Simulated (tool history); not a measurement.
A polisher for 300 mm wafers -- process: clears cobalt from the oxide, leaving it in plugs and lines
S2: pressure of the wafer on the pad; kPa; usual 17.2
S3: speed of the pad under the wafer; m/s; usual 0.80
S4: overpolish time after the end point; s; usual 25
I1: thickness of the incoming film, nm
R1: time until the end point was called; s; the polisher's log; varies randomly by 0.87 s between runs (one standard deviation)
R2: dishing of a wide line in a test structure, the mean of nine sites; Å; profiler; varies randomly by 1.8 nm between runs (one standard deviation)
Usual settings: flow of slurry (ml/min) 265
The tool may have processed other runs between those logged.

{"run": 1, "hour": 0.0, "flow of slurry (ml/min)": 265, "S2": 17.2, "S3": 0.8, "S4": 21, "I1": 331.9, "R1": 54.1, "R2": 710}
{"run": 2, "hour": 8.8, "flow of slurry (ml/min)": 245, "S2": 17.2, "S3": 0.8, "S4": 25, "I1": 333.7, "R1": 57.6, "R2": 753}
{"run": 3, "hour": 18.7, "flow of slurry (ml/min)": 245, "S2": 17.2, "S3": 0.8, "S4": 25, "I1": 331.5, "R1": 56.1, "R2": 739}
{"run": 4, "hour": 25.2, "flow of slurry (ml/min)": 340, "S2": 17.2, "S3": 0.8, "S4": 25, "I1": 325.1, "R1": 54.1, "R2": 760}
{"hour": 39.7, "done": "worn pad replaced by a new one"}
{"run": 5, "hour": 40.2, "flow of slurry (ml/min)": 340, "S2": 17.2, "S3": 0.8, "S4": 25, "I1": 333.6, "R1": 55.8, "R2": 757}
{"run": 6, "hour": 47.0, "flow of slurry (ml/min)": 190, "S2": 17.2, "S3": 0.8, "S4": 35, "I1": 331.0, "R1": 57.7, "R2": 856}
{"run": 7, "hour": 56.0, "flow of slurry (ml/min)": 265, "S2": 17.2, "S3": 0.8, "S4": 25, "I1": 335.0, "R1": 57.3, "R2": 770}
{"run": 8, "hour": 71.5, "flow of slurry (ml/min)": 265, "S2": 17.2, "S3": 0.8, "S4": 25, "I1": 329.3, "R1": 56.0, "R2": 738}
{"run": 9, "hour": 88.6, "flow of slurry (ml/min)": 265, "S2": 17.2, "S3": 0.8, "S4": 25, "I1": 331.7, "R1": 54.7, "R2": 759}
{"run": 10, "hour": 103.5, "flow of slurry (ml/min)": 265, "S2": 17.2, "S3": 0.8, "S4": 25, "I1": 331.2, "R1": 54.8, "R2": 747}
{"run": 11, "hour": 117.8, "flow of slurry (ml/min)": 265, "S2": 17.2, "S3": 0.8, "S4": 25, "I1": 331.7, "R1": 56.2, "R2": 734}
{"run": 12, "hour": 128.5, "flow of slurry (ml/min)": 265, "S2": 17.2, "S3": 0.6, "S4": 40, "I1": 328.2, "R1": 68.8, "R2": 812}
{"hour": 143.0, "done": "worn pad replaced by a new one"}
{"run": 13, "hour": 143.5, "flow of slurry (ml/min)": 265, "S2": 17.2, "S3": 0.8, "S4": 25, "I1": 332.2, "R1": 55.8, "R2": 751}
{"run": 14, "hour": 155.2, "flow of slurry (ml/min)": 265, "S2": 17.2, "S3": 0.8, "S4": 25, "I1": 331.1, "R1": 54.8, "R2": 763}
{"run": 15, "hour": 193.9, "flow of slurry (ml/min)": 265, "S2": 17.2, "S3": 0.8, "S4": 25, "I1": 330.3, "R1": 55.9, "R2": 743}
{"run": 16, "hour": 242.6, "flow of slurry (ml/min)": 265, "S2": 17.2, "S3": 0.9, "S4": 32, "I1": 330.0, "R1": 50.2, "R2": 856}
{"run": 17, "hour": 248.7, "flow of slurry (ml/min)": 315, "S2": 13.8, "S3": 1.08, "S4": 30, "I1": 324.9, "R1": 52.8, "R2": 812}
{"run": 18, "hour": 258.6, "flow of slurry (ml/min)": 265, "S2": 17.2, "S3": 0.8, "S4": 25, "I1": 326.0, "R1": 54.3, "R2": 749}
{"hour": 265.6, "done": "head pressure recalibrated"}
{"hour": 266.1, "done": "slurry nozzle cleaned"}
{"hour": 271.1, "done": "worn pad replaced by a new one"}
{"run": 19, "hour": 271.6, "flow of slurry (ml/min)": 230, "S2": 17.2, "S3": 1.06, "S4": 25, "I1": 326.6, "R1": 49.0, "R2": 777}
{"run": 20, "hour": 285.7, "flow of slurry (ml/min)": 360, "S2": 17.2, "S3": 0.94, "S4": 19, "I1": 327.7, "R1": 51.9, "R2": 675}
{"run": 21, "hour": 298.5, "flow of slurry (ml/min)": 265, "S2": 17.2, "S3": 0.7, "S4": 38, "I1": 327.3, "R1": 67.2, "R2": 825}
{"run": 22, "hour": 309.1, "flow of slurry (ml/min)": 265, "S2": 19.3, "S3": 0.72, "S4": 14, "I1": 330.6, "R1": 59.0, "R2": 549}
{"run": 23, "hour": 316.6, "flow of slurry (ml/min)": 265, "S2": 17.2, "S3": 0.8, "S4": 25, "I1": 334.7, "R1": 62.0, "R2": 732}
{"run": 24, "hour": 328.6, "flow of slurry (ml/min)": 330, "S2": 17.2, "S3": 0.68, "S4": 20, "I1": 329.9, "R1": 67.3, "R2": 610}
{"run": 25, "hour": 338.0, "flow of slurry (ml/min)": 265, "S2": 19.3, "S3": 0.6, "S4": 25, "I1": 329.0, "R1": 67.4, "R2": 716}
{"run": 26, "hour": 346.9, "flow of slurry (ml/min)": 180, "S2": 17.2, "S3": 1.06, "S4": 25, "I1": 328.5, "R1": 50.4, "R2": 765}
{"run": 27, "hour": 354.0, "flow of slurry (ml/min)": 265, "S2": 17.2, "S3": 0.8, "S4": 25, "I1": 334.4, "R1": 60.2, "R2": 767}
{"run": 28, "hour": 367.7, "flow of slurry (ml/min)": 265, "S2": 12.4, "S3": 0.8, "S4": 30, "I1": 325.2, "R1": 81.0, "R2": 676}
{"run": 29, "hour": 376.2, "flow of slurry (ml/min)": 265, "S2": 17.2, "S3": 0.8, "S4": 20, "I1": 331.8, "R1": 60.0, "R2": 659}
{"hour": 388.6, "done": "worn pad replaced by a new one"}
{"run": 30, "hour": 393.8, "flow of slurry (ml/min)": 265, "S2": 17.2, "S3": 0.8, "S4": 25, "I1": 333.0, "R1": 60.5, "R2": 719}
{"run": 31, "hour": 409.1, "flow of slurry (ml/min)": 265, "S2": 17.2, "S3": 0.8, "S4": 25, "I1": 326.8, "R1": 60.5, "R2": 728}
{"run": 32, "hour": 458.3, "flow of slurry (ml/min)": 230, "S2": 23.4, "S3": 0.56, "S4": 18, "I1": 327.2, "R1": 57.7, "R2": 614}
{"run": 33, "hour": 467.1, "flow of slurry (ml/min)": 265, "S2": 17.2, "S3": 1.02, "S4": 25, "I1": 329.2, "R1": 48.5, "R2": 795}
{"run": 34, "hour": 479.0, "flow of slurry (ml/min)": 315, "S2": 22.1, "S3": 0.8, "S4": 21, "I1": 328.3, "R1": 44.6, "R2": 759}

Branching from run 34: 5 alternative next runs. What would each branch give?
{"run": "A", "hour": 479.4, "flow of slurry (ml/min)": 265, "S2": 17.2, "S3": 0.8, "S4": 37, "I1": 330.7, "R1": "?", "R2": "?"}
{"run": "B", "hour": 479.4, "flow of slurry (ml/min)": 265, "S2": 17.2, "S3": 0.92, "S4": 17, "I1": 330.7, "R1": "?", "R2": "?"}
{"run": "C", "hour": 479.4, "flow of slurry (ml/min)": 265, "S2": 13.1, "S3": 0.72, "S4": 29, "I1": 330.7, "R1": "?", "R2": "?"}
{"run": "D", "hour": 479.4, "flow of slurry (ml/min)": 265, "S2": 15.2, "S3": 0.56, "S4": 39, "I1": 330.7, "R1": "?", "R2": "?"}
{"run": "E", "hour": 479.4, "flow of slurry (ml/min)": 265, "S2": 17.2, "S3": 0.72, "S4": 25, "I1": 330.7, "R1": "?", "R2": "?"}

run=A R1=58.1 R2=881
run=B R1=52.0 R2=668
run=C R1=82.4 R2=697
run=D R1=86.0 R2=786
run=E R1=63.0 R2=738
With no hidden state in the tool, these same runs would have given:
run=A R1=61.0 R2=869
run=B R1=54.6 R2=651
run=C R1=86.4 R2=680
run=D R1=90.2 R2=770
run=E R1=66.1 R2=721

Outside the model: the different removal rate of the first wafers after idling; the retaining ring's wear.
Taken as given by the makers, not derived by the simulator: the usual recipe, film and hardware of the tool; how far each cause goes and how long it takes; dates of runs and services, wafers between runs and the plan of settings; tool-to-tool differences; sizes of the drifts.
